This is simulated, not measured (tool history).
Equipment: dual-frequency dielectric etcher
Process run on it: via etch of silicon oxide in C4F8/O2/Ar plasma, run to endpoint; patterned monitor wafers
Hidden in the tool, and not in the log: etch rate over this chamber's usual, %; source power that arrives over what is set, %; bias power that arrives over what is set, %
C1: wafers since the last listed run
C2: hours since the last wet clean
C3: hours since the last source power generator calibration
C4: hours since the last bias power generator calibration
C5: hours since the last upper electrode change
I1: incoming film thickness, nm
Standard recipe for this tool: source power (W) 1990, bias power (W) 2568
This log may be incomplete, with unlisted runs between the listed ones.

{"run": 1, "hour": 0.0, "source power (W)": 1990, "bias power (W)": 2386, "C1": 0, "C2": 226.2, "C3": 1671.4, "C4": 2556.5, "C5": 4386.0, "I1": 1975.0, "endpoint time (s)": 312.8}
{"run": 2, "hour": 16.5, "source power (W)": 1990, "bias power (W)": 2386, "C1": 105, "C2": 242.7, "C3": 1687.9, "C4": 2573.0, "C5": 4402.5, "I1": 1993.4, "endpoint time (s)": 315.6}
{"run": 3, "hour": 24.6, "source power (W)": 1780, "bias power (W)": 2568, "C1": 51, "C2": 250.8, "C3": 1696.0, "C4": 2581.1, "C5": 4410.6, "I1": 1986.6, "endpoint time (s)": 318.5}
{"run": 4, "hour": 42.5, "source power (W)": 1780, "bias power (W)": 2568, "C1": 114, "C2": 268.7, "C3": 1713.9, "C4": 2599.0, "C5": 4428.5, "I1": 1982.3, "endpoint time (s)": 317.1}
{"run": 5, "hour": 58.3, "source power (W)": 1780, "bias power (W)": 2568, "C1": 101, "C2": 284.5, "C3": 1729.7, "C4": 2614.8, "C5": 4444.3, "I1": 1971.1, "endpoint time (s)": 313.9}
{"run": 6, "hour": 68.4, "source power (W)": 1600, "bias power (W)": 2758, "C1": 64, "C2": 294.6, "C3": 1739.8, "C4": 2624.9, "C5": 4454.4, "I1": 1976.9, "endpoint time (s)": 319.7}
{"run": 7, "hour": 74.5, "source power (W)": 1600, "bias power (W)": 2758, "C1": 38, "C2": 300.7, "C3": 1745.9, "C4": 2631.0, "C5": 4460.5, "I1": 1984.9, "endpoint time (s)": 319.1}
{"run": 8, "hour": 88.8, "source power (W)": 1990, "bias power (W)": 2568, "C1": 91, "C2": 315.0, "C3": 1760.2, "C4": 2645.3, "C5": 4474.8, "I1": 1985.2, "endpoint time (s)": 307.4}
{"hour": 123.7, "done": "upper electrode replaced, of another model than before"}
{"hour": 145.9, "done": "wet clean of the chamber"}
{"hour": 146.1, "done": "bias power generator calibrated"}
{"hour": 149.3, "done": "source power generator calibrated"}
{"run": 9, "hour": 149.8, "source power (W)": 1990, "bias power (W)": 2568, "C1": 72, "C2": 3.9, "C3": 0.5, "C4": 3.7, "C5": 26.1, "I1": 1986.2, "endpoint time (s)": 314.7}
{"run": 10, "hour": 150.2, "source power (W)": 2210, "bias power (W)": 2568, "C1": 2, "C2": 4.3, "C3": 0.9, "C4": 4.1, "C5": 26.5, "I1": 1997.2, "endpoint time (s)": 311.8}
{"run": 11, "hour": 150.6, "source power (W)": 2260, "bias power (W)": 3133, "C1": 2, "C2": 4.7, "C3": 1.3, "C4": 4.5, "C5": 26.9, "I1": 1967.5, "endpoint time (s)": 290.1}
{"run": 12, "hour": 151.0, "source power (W)": 2460, "bias power (W)": 2568, "C1": 2, "C2": 5.1, "C3": 1.7, "C4": 4.9, "C5": 27.3, "I1": 1981.7, "endpoint time (s)": 304.4}
{"run": 13, "hour": 151.5, "source power (W)": 1790, "bias power (W)": 2568, "C1": 3, "C2": 5.6, "C3": 2.2, "C4": 5.4, "C5": 27.8, "I1": 1989.7, "endpoint time (s)": 321.0}
{"run": 14, "hour": 155.0, "source power (W)": 2450, "bias power (W)": 2568, "C1": 22, "C2": 9.1, "C3": 5.7, "C4": 8.9, "C5": 31.3, "I1": 1974.8, "endpoint time (s)": 302.8}
{"run": 15, "hour": 172.4, "source power (W)": 1690, "bias power (W)": 2991, "C1": 111, "C2": 26.5, "C3": 23.1, "C4": 26.3, "C5": 48.7, "I1": 1992.8, "endpoint time (s)": 307.9}
{"run": 16, "hour": 187.1, "source power (W)": 1990, "bias power (W)": 2568, "C1": 93, "C2": 41.2, "C3": 37.8, "C4": 41.0, "C5": 63.4, "I1": 1997.0, "endpoint time (s)": 314.4}
{"run": 17, "hour": 204.7, "source power (W)": 2330, "bias power (W)": 2568, "C1": 112, "C2": 58.8, "C3": 55.4, "C4": 58.6, "C5": 81.0, "I1": 1989.8, "endpoint time (s)": 307.2}
{"run": 18, "hour": 215.3, "source power (W)": 1990, "bias power (W)": 2568, "C1": 67, "C2": 69.4, "C3": 66.0, "C4": 69.2, "C5": 91.6, "I1": 1970.0, "endpoint time (s)": 309.6}

Below, each run's measurement less what the same run would have read without the hidden state. Both values contain the same run-to-run variation, but the gauge's scatter may not be the same in both:
run=1 endpoint_time_(s)=-5.5
run=2 endpoint_time_(s)=-6.2
run=3 endpoint_time_(s)=-6.7
run=4 endpoint_time_(s)=-7.5
run=5 endpoint_time_(s)=-8.1
run=6 endpoint_time_(s)=-8.8
run=7 endpoint_time_(s)=-9.0
run=8 endpoint_time_(s)=-9.4
run=9 endpoint_time_(s)=-2.1
run=10 endpoint_time_(s)=-2.2
run=11 endpoint_time_(s)=-2.0
run=12 endpoint_time_(s)=-2.1
run=13 endpoint_time_(s)=-2.3
run=14 endpoint_time_(s)=-2.3
run=15 endpoint_time_(s)=-3.2
run=16 endpoint_time_(s)=-3.9
run=17 endpoint_time_(s)=-4.6
run=18 endpoint_time_(s)=-5.1
